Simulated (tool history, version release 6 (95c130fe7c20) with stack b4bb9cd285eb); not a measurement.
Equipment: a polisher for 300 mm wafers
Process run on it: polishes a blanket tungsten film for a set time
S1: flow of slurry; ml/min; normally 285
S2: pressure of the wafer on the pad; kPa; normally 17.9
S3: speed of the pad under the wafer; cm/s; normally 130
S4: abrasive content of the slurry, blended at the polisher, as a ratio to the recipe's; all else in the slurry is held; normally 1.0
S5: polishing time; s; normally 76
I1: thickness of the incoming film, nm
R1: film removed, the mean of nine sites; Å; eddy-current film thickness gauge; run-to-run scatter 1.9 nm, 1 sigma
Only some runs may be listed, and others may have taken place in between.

run	hour	S1	S2	S3	S4	S5	I1	R1
1	0.0	285	22.8	96	1.0	76	896.4	2727
2	13.7	285	22.8	96	1.0	76	885.6	2754
3	45.6	265	17.9	130	1.0	76	899.6	3075
4	74.9	265	17.9	130	1.0	76	901.8	3049
5	107.5	285	17.9	130	1.0	76	902.7	3071
6	132.0	285	17.9	130	1.0	76	907.3	3062
7	156.2	285	17.9	130	1.0	76	902.1	3119
8	170.4	285	17.9	130	1.0	76	894.1	3108
9	194.3	285	17.9	130	1.0	76	896.8	3061
10	222.1	360	17.9	130	1.0	76	897.3	3109
11	236.7	285	20.7	96	1.0	76	914.4	2561
12	288.7	285	20.0	156	1.2	76	909.2	4000
13	314.1	285	13.1	98	1.0	54	902.3	1424
14	340.0	285	22.8	96	1.0	76	901.6	2753
15	358.6	310	22.8	98	1.0	102	910.1	3800
16	390.9	230	24.1	130	1.0	76	904.2	3695
17	407.6	285	17.9	130	1.0	100	895.3	4105
18	513.4	285	17.9	130	1.0	76	889.2	2985
19	535.2	255	17.9	108	1.0	76	894.0	2616
20	547.4	375	17.9	130	1.0	84	890.4	3477
21	637.4	285	13.8	130	1.0	59	908.2	1975

Withheld: 14 entries from between the runs. Position of each, and hidden state at the listed run before versus the listed run after:
Run 2 -> run 3: slurry nozzle cleaned (hour 36.2); worn pad replaced by a new one (hour 36.5)
  removal rate lost through wear of the pad, %: 4.08 -> 0.507
  measured less the result without the state, R1: -117 -> -16 Å
Run 4 -> run 5: slurry tank refilled with fresh slurry and peroxide (hour 84.9)
  removal rate lost through wear of the pad, %: 1.5 -> 2.6
  measured less the result without the state, R1: -46 -> -82 Å
Run 6 -> run 7: worn pad replaced by a new one (hour 146.7)
  removal rate lost through wear of the pad, %: 3.43 -> 0.414
  measured less the result without the state, R1: -109 -> -13 Å
Run 9 -> run 10: slurry tank refilled with fresh slurry and peroxide (hour 214.0)
  removal rate lost through wear of the pad, %: 1.7 -> 2.64
  measured less the result without the state, R1: -53 -> -84 Å
Run 11 -> run 12: worn pad replaced by a new one (hour 262.4); slurry blender recalibrated (hour 275.9)
  removal rate lost through wear of the pad, %: 3.14 -> 1.17
  measured less the result without the state, R1: -83 -> -47 Å
Run 12 -> run 13: head pressure recalibrated (hour 298.6)
  removal rate lost through wear of the pad, %: 1.17 -> 2.03
  measured less the result without the state, R1: -47 -> -30 Å
Run 14 -> run 15: slurry tank refilled with fresh slurry and peroxide (hour 352.1)
  removal rate lost through wear of the pad, %: 2.9 -> 3.53
  measured less the result without the state, R1: -83 -> -139 Å
Run 15 -> run 16: worn pad replaced by a new one (hour 383.2)
  removal rate lost through wear of the pad, %: 3.53 -> 0.333
  measured less the result without the state, R1: -139 -> -13 Å
Run 17 -> run 18: slurry tank refilled with fresh slurry and peroxide (hour 490.0); slurry nozzle cleaned (hour 491.8)
  removal rate lost through wear of the pad, %: 0.898 -> 4.48
  measured less the result without the state, R1: -37 -> -140 Å
Run 18 -> run 19: worn pad replaced by a new one (hour 519.6)
  removal rate lost through wear of the pad, %: 4.48 -> 0.888
  measured less the result without the state, R1: -140 -> -24 Å
Run 20 -> run 21: slurry tank refilled with fresh slurry and peroxide (hour 613.9)
  removal rate lost through wear of the pad, %: 1.3 -> 4.35
  measured less the result without the state, R1: -46 -> -90 Å
